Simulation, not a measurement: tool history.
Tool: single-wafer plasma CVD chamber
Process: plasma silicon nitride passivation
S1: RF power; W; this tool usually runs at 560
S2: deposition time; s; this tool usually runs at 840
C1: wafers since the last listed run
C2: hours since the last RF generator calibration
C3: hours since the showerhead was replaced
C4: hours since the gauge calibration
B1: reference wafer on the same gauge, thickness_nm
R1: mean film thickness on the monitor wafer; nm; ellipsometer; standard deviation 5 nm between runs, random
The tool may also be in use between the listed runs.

run   hour   S1   S2  C1     C2      C3     C4        B1        R1
  1      0  560  840   0  551.6  5415.5  430.9  1531.975  1397.564
  2      8  560  840  14  559.6  5423.5  438.9  1529.057  1408.028
  3   19.4  560  840  20    571  5434.9  450.3  1526.148  1411.614
  4   25.6  560  840  10  577.2  5441.1  456.5  1530.827  1411.292
  5   42.5  525  840  29  594.1    5458  473.4  1531.838  1378.117
  6   59.4  525  840  29    611  5474.9  490.3  1530.824  1372.711
  7   73.7  560  840  25  625.3  5489.2  504.6  1532.812  1409.685
  8   87.8  560  840  24  639.4  5503.3  518.7  1528.345  1406.099
  9  141.6  560  840  94  693.2  5557.1  572.5  1529.689  1404.312
 10  149.8  560  840  14  701.4  5565.3  580.7  1527.652  1398.202
 11  162.7  560  840  22  714.3  5578.2  593.6  1532.044  1406.353
 12    178  560  840  26  729.6  5593.5  608.9  1532.511  1396.158
     192.1  -- showerhead replaced
 13  192.6  560  840  11  744.2     0.5  623.5  1531.374  1408.627
 14  194.2  560  840   2  745.8     2.1  625.1  1530.347  1401.757
 15  203.5  560  840  16  755.1    11.4  634.4  1527.683  1414.446
 16  219.4  480  958  28    771    27.3  650.3  1526.148  1527.425
 17  229.9  480  958  18  781.5    37.8  660.8  1530.232  1524.428
 18  236.5  480  958  11  788.1    44.4  667.4  1532.219  1524.628
 19  250.2  560  840  24  801.8    58.1  681.1  1526.148  1401.578
 20  265.1  560  840  26  816.7      73    696  1527.724  1406.755
 21    272  560  840  12  823.6    79.9  702.9  1529.647  1401.297
       274  -- gauge calibrated
 22  284.9  490  919  22  836.5    92.8   10.9   1529.17  1463.414
 23  293.8  495  922  15  845.4   101.7   19.8  1529.064  1477.997
 24  307.3  520  748  23  858.9   115.2   33.3  1530.312  1221.605
     321.1  -- RF generator calibrated
 25  321.6  625  784  11    0.5   129.5   47.6  1530.809  1328.637
 26  326.8  560  840   9    5.7   134.7   52.8  1530.179  1379.759
 27  344.2  645  953  30   23.1   152.1   70.2  1531.245  1641.363
 28  354.8  560  840  18   33.7   162.7   80.8  1527.772  1379.716
 29  371.4  560  840  29   50.3   179.3   97.4  1531.066  1380.757
 30  384.5  480  922  23   63.4   192.4  110.5  1530.968  1448.115
 31  398.4  560  840  24   77.3   206.3  124.4  1526.947  1374.634
     411.5  -- RF generator calibrated, repeated, since the last time left the tool worse
 32    412  490  762   9    0.5   219.9    138  1529.005  1243.398
 33  418.5  665  991  11      7   226.4  144.5  1529.307  1780.058
 34  433.1  560  840  25   21.6     241  159.1  1528.492   1420.42
 35  446.9  560  840  24   35.4   254.8  172.9  1531.607  1418.419
 36  478.1  630  895  55   66.6     286  204.1  1526.414  1577.099

Run 37 comes next. What will it give?
 37  496.1  595  840  31  84.6  304  222.1   ?   ?

B1: 1529.879
R1: 1451.96 nm
Minus the tool's unlogged condition, the same run would have read R1 1455.227 nm.
